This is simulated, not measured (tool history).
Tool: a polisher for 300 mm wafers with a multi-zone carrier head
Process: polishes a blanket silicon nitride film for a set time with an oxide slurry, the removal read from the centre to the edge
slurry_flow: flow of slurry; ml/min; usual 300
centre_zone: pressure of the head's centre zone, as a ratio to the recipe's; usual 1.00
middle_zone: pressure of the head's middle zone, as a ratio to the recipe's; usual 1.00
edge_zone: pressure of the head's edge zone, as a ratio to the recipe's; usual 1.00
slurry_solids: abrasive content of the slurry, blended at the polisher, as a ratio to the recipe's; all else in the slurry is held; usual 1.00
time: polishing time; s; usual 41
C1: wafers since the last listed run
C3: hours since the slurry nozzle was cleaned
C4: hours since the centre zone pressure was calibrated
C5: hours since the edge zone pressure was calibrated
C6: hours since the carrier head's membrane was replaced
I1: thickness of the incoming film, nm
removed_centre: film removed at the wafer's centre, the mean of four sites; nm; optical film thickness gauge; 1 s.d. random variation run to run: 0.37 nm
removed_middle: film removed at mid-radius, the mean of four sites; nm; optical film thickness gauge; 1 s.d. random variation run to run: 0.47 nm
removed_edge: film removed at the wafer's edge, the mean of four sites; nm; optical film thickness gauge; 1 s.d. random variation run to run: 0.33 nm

{"run": 1, "hour": 0.0, "slurry_flow": 300, "centre_zone": 1.05, "middle_zone": 1.0, "edge_zone": 0.93, "slurry_solids": 1.0, "time": 41, "C1": 0, "wafers polished on this pad": 815, "C3": 269.7, "C4": 203.0, "C5": 1005.5, "C6": 774.9, "I1": 581.7, "removed_centre": 34.2, "removed_middle": 33.0, "removed_edge": 31.4}
{"hour": 15.3, "done": "worn pad replaced by a new one"}
{"run": 2, "hour": 15.8, "slurry_flow": 300, "centre_zone": 1.0, "middle_zone": 1.0, "edge_zone": 1.0, "slurry_solids": 1.0, "time": 41, "C1": 96, "wafers polished on this pad": 4, "C3": 285.5, "C4": 218.8, "C5": 1021.3, "C6": 790.7, "I1": 596.7, "removed_centre": 36.0, "removed_middle": 35.4, "removed_edge": 35.0}
{"run": 3, "hour": 25.0, "slurry_flow": 300, "centre_zone": 1.0, "middle_zone": 1.0, "edge_zone": 1.0, "slurry_solids": 1.0, "time": 41, "C1": 74, "wafers polished on this pad": 79, "C3": 294.7, "C4": 228.0, "C5": 1030.5, "C6": 799.9, "I1": 593.4, "removed_centre": 35.6, "removed_middle": 34.9, "removed_edge": 34.5}
{"run": 4, "hour": 32.5, "slurry_flow": 300, "centre_zone": 1.0, "middle_zone": 1.0, "edge_zone": 1.0, "slurry_solids": 1.0, "time": 35, "C1": 61, "wafers polished on this pad": 140, "C3": 302.2, "C4": 235.5, "C5": 1038.0, "C6": 807.4, "I1": 580.9, "removed_centre": 29.7, "removed_middle": 29.8, "removed_edge": 28.7}
{"run": 5, "hour": 48.3, "slurry_flow": 300, "centre_zone": 1.0, "middle_zone": 1.0, "edge_zone": 1.0, "slurry_solids": 1.0, "time": 35, "C1": 128, "wafers polished on this pad": 268, "C3": 318.0, "C4": 251.3, "C5": 1053.8, "C6": 823.2, "I1": 593.5, "removed_centre": 29.4, "removed_middle": 29.5, "removed_edge": 28.6}
{"run": 6, "hour": 66.2, "slurry_flow": 300, "centre_zone": 1.0, "middle_zone": 1.0, "edge_zone": 1.0, "slurry_solids": 1.0, "time": 41, "C1": 145, "wafers polished on this pad": 414, "C3": 335.9, "C4": 269.2, "C5": 1071.7, "C6": 841.1, "I1": 582.9, "removed_centre": 34.0, "removed_middle": 33.6, "removed_edge": 33.4}
{"run": 7, "hour": 80.3, "slurry_flow": 300, "centre_zone": 1.0, "middle_zone": 1.0, "edge_zone": 1.0, "slurry_solids": 1.0, "time": 41, "C1": 114, "wafers polished on this pad": 529, "C3": 350.0, "C4": 283.3, "C5": 1085.8, "C6": 855.2, "I1": 588.8, "removed_centre": 33.9, "removed_middle": 33.4, "removed_edge": 32.8}
{"run": 8, "hour": 87.1, "slurry_flow": 300, "centre_zone": 1.0, "middle_zone": 1.0, "edge_zone": 1.0, "slurry_solids": 1.0, "time": 41, "C1": 55, "wafers polished on this pad": 584, "C3": 356.8, "C4": 290.1, "C5": 1092.6, "C6": 862.0, "I1": 580.2, "removed_centre": 33.9, "removed_middle": 33.3, "removed_edge": 32.6}
{"run": 9, "hour": 98.0, "slurry_flow": 300, "centre_zone": 1.0, "middle_zone": 1.0, "edge_zone": 1.0, "slurry_solids": 1.0, "time": 41, "C1": 88, "wafers polished on this pad": 673, "C3": 367.7, "C4": 301.0, "C5": 1103.5, "C6": 872.9, "I1": 590.6, "removed_centre": 33.5, "removed_middle": 33.2, "removed_edge": 31.7}
{"hour": 119.9, "done": "worn pad replaced by a new one"}
{"hour": 128.5, "done": "centre zone pressure recalibrated"}
{"run": 10, "hour": 143.2, "slurry_flow": 300, "centre_zone": 1.0, "middle_zone": 1.0, "edge_zone": 1.0, "slurry_solids": 1.0, "time": 41, "C1": 319, "wafers polished on this pad": 173, "C3": 412.9, "C4": 14.7, "C5": 1148.7, "C6": 918.1, "I1": 585.4, "removed_centre": 30.4, "removed_middle": 30.3, "removed_edge": 29.8}
{"run": 11, "hour": 152.8, "slurry_flow": 300, "centre_zone": 1.0, "middle_zone": 1.0, "edge_zone": 1.0, "slurry_solids": 1.0, "time": 35, "C1": 78, "wafers polished on this pad": 251, "C3": 422.5, "C4": 24.3, "C5": 1158.3, "C6": 927.7, "I1": 583.0, "removed_centre": 25.8, "removed_middle": 25.9, "removed_edge": 25.2}
{"hour": 158.7, "done": "slurry nozzle cleaned"}
{"run": 12, "hour": 159.1, "slurry_flow": 330, "centre_zone": 1.0, "middle_zone": 1.0, "edge_zone": 1.0, "slurry_solids": 1.0, "time": 41, "C1": 43, "wafers polished on this pad": 294, "C3": 0.4, "C4": 30.6, "C5": 1164.6, "C6": 934.0, "I1": 591.7, "removed_centre": 30.8, "removed_middle": 29.5, "removed_edge": 29.4}
{"hour": 165.9, "done": "edge zone pressure recalibrated"}
{"hour": 170.2, "done": "worn pad replaced by a new one, repeated, since the last time left the tool worse"}
{"run": 13, "hour": 176.0, "slurry_flow": 300, "centre_zone": 0.96, "middle_zone": 1.08, "edge_zone": 1.0, "slurry_solids": 0.8, "time": 34, "C1": 88, "wafers polished on this pad": 46, "C3": 17.3, "C4": 47.5, "C5": 10.1, "C6": 950.9, "I1": 585.2, "removed_centre": 26.9, "removed_middle": 29.0, "removed_edge": 26.9}
{"run": 14, "hour": 192.3, "slurry_flow": 300, "centre_zone": 1.1, "middle_zone": 1.0, "edge_zone": 1.0, "slurry_solids": 1.0, "time": 29, "C1": 132, "wafers polished on this pad": 179, "C3": 33.6, "C4": 63.8, "C5": 26.4, "C6": 967.2, "I1": 588.4, "removed_centre": 27.5, "removed_middle": 24.1, "removed_edge": 23.7}
{"hour": 200.7, "done": "carrier head's membrane replaced by a new one"}
{"run": 15, "hour": 206.5, "slurry_flow": 300, "centre_zone": 1.0, "middle_zone": 1.0, "edge_zone": 1.0, "slurry_solids": 1.0, "time": 41, "C1": 74, "wafers polished on this pad": 254, "C3": 47.8, "C4": 78.0, "C5": 40.6, "C6": 5.8, "I1": 586.9, "removed_centre": 34.0, "removed_middle": 33.8, "removed_edge": 33.3}
{"run": 16, "hour": 223.3, "slurry_flow": 300, "centre_zone": 1.0, "middle_zone": 1.0, "edge_zone": 1.0, "slurry_solids": 1.0, "time": 41, "C1": 136, "wafers polished on this pad": 391, "C3": 64.6, "C4": 94.8, "C5": 57.4, "C6": 22.6, "I1": 601.4, "removed_centre": 33.9, "removed_middle": 33.6, "removed_edge": 33.1}
{"run": 17, "hour": 237.0, "slurry_flow": 300, "centre_zone": 1.0, "middle_zone": 1.0, "edge_zone": 1.0, "slurry_solids": 0.75, "time": 41, "C1": 111, "wafers polished on this pad": 502, "C3": 78.3, "C4": 108.5, "C5": 71.1, "C6": 36.3, "I1": 589.1, "removed_centre": 30.8, "removed_middle": 30.7, "removed_edge": 29.9}
{"hour": 276.4, "done": "worn pad replaced by a new one"}
{"run": 18, "hour": 276.9, "slurry_flow": 300, "centre_zone": 1.0, "middle_zone": 1.0, "edge_zone": 0.89, "slurry_solids": 1.0, "time": 41, "C1": 292, "wafers polished on this pad": 4, "C3": 118.2, "C4": 148.4, "C5": 111.0, "C6": 76.2, "I1": 590.0, "removed_centre": 36.1, "removed_middle": 35.6, "removed_edge": 32.9}
{"run": 19, "hour": 284.7, "slurry_flow": 300, "centre_zone": 1.0, "middle_zone": 1.0, "edge_zone": 1.0, "slurry_solids": 1.0, "time": 41, "C1": 63, "wafers polished on this pad": 67, "C3": 126.0, "C4": 156.2, "C5": 118.8, "C6": 84.0, "I1": 596.1, "removed_centre": 35.2, "removed_middle": 34.6, "removed_edge": 33.9}
{"run": 20, "hour": 297.9, "slurry_flow": 235, "centre_zone": 1.0, "middle_zone": 1.0, "edge_zone": 0.88, "slurry_solids": 1.0, "time": 41, "C1": 107, "wafers polished on this pad": 175, "C3": 139.2, "C4": 169.4, "C5": 132.0, "C6": 97.2, "I1": 598.0, "removed_centre": 32.7, "removed_middle": 33.1, "removed_edge": 30.6}
{"run": 21, "hour": 307.8, "slurry_flow": 355, "centre_zone": 0.91, "middle_zone": 1.06, "edge_zone": 1.0, "slurry_solids": 1.0, "time": 29, "C1": 80, "wafers polished on this pad": 255, "C3": 149.1, "C4": 179.3, "C5": 141.9, "C6": 107.1, "I1": 595.7, "removed_centre": 22.4, "removed_middle": 25.5, "removed_edge": 23.4}
{"run": 22, "hour": 319.9, "slurry_flow": 300, "centre_zone": 1.05, "middle_zone": 1.0, "edge_zone": 0.9, "slurry_solids": 1.0, "time": 33, "C1": 98, "wafers polished on this pad": 354, "C3": 161.2, "C4": 191.4, "C5": 154.0, "C6": 119.2, "I1": 589.2, "removed_centre": 28.5, "removed_middle": 26.9, "removed_edge": 25.1}

4 options for the next run, each taken on its own from the tool as it stands now. Forecast them:
{"run": "A", "hour": 320.3, "slurry_flow": 300, "centre_zone": 1.0, "middle_zone": 1.0, "edge_zone": 1.0, "slurry_solids": 1.0, "time": 41, "C1": 3, "wafers polished on this pad": 357, "C3": 161.6, "C4": 191.8, "C5": 154.4, "C6": 119.6, "I1": 590.2, "removed_centre": "?", "removed_middle": "?", "removed_edge": "?"}
{"run": "B", "hour": 320.3, "slurry_flow": 300, "centre_zone": 1.0, "middle_zone": 0.89, "edge_zone": 1.0, "slurry_solids": 1.0, "time": 41, "C1": 3, "wafers polished on this pad": 357, "C3": 161.6, "C4": 191.8, "C5": 154.4, "C6": 119.6, "I1": 590.2, "removed_centre": "?", "removed_middle": "?", "removed_edge": "?"}
{"run": "C", "hour": 320.3, "slurry_flow": 300, "centre_zone": 1.0, "middle_zone": 1.0, "edge_zone": 1.0, "slurry_solids": 1.0, "time": 32, "C1": 3, "wafers polished on this pad": 357, "C3": 161.6, "C4": 191.8, "C5": 154.4, "C6": 119.6, "I1": 590.2, "removed_centre": "?", "removed_middle": "?", "removed_edge": "?"}
{"run": "D", "hour": 320.3, "slurry_flow": 300, "centre_zone": 1.0, "middle_zone": 0.94, "edge_zone": 1.0, "slurry_solids": 1.0, "time": 47, "C1": 3, "wafers polished on this pad": 357, "C3": 161.6, "C4": 191.8, "C5": 154.4, "C6": 119.6, "I1": 590.2, "removed_centre": "?", "removed_middle": "?", "removed_edge": "?"}

run=A removed_centre=33.8 removed_middle=33.0 removed_edge=32.4
run=B removed_centre=33.7 removed_middle=30.4 removed_edge=32.4
run=C removed_centre=26.3 removed_middle=25.8 removed_edge=25.3
run=D removed_centre=38.7 removed_middle=36.3 removed_edge=37.2
Take away the tool's hidden state, keep each run's random variation, and the runs would have read:
run=A removed_centre=36.5 removed_middle=35.7 removed_edge=35.0
run=B removed_centre=36.4 removed_middle=32.9 removed_edge=35.0
run=C removed_centre=28.5 removed_middle=27.9 removed_edge=27.3
run=D removed_centre=41.8 removed_middle=39.2 removed_edge=40.1
